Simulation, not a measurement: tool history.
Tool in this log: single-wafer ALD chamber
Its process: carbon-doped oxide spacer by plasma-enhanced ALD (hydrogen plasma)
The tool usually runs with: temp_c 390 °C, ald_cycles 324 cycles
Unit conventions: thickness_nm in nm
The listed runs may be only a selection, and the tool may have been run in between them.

run   hour  temp_c  ald_cycles  read-back reference wafer on the same gauge, thickness_nm  thickness_nm
  1    0.0     390         324                                                     14.996        17.590
  2   29.4     390         324                                                     15.006        17.589
  3   90.5     390         324                                                     15.007        17.661
  4  125.9     399         324                                                     15.003        17.514
  5  158.7     383         324                                                     15.007        17.537
     201.8  -- gauge calibrated
  6  223.0     390         324                                                     15.006        17.537
  7  256.0     390         324                                                     14.994        17.541
  8  284.9     390         324                                                     15.004        17.618
     309.5  -- thermocouple changed; heater temperature recalibrated
  9  324.9     390         307                                                     14.997        16.634
 10  496.8     377         290                                                     15.004        15.749
 11  551.0     385         324                                                     15.002        17.676
 12  584.6     390         369                                                     14.988        19.881
 13  635.6     390         324                                                     15.005        17.612
 14  670.3     396         269                                                     14.999        14.579
     721.6  -- gauge calibrated
 15  755.2     382         356                                                     14.994        19.281
 16  810.5     381         383                                                     15.010        20.821
 17  873.9     385         324                                                     15.002        17.564
 18  904.5     390         324                                                     15.010        17.570
 19  950.6     390         378                                                     15.005        20.489

What if the next run were any one of these 3? Each begins from the tool's condition after run 19:
  A  951.5     390         324                                                          ?             ?
  B  951.5     403         360                                                          ?             ?
  C  951.5     403         377                                                          ?             ?

run  read-back reference wafer on the same gauge, thickness_nm  thickness_nm
  A                                                     15.005        17.593
  B                                                     15.005        19.391
  C                                                     15.005        20.307
Without the tool's hidden state the same runs would have given:
run  thickness_nm
  A        17.593
  B        19.391
  C        20.307
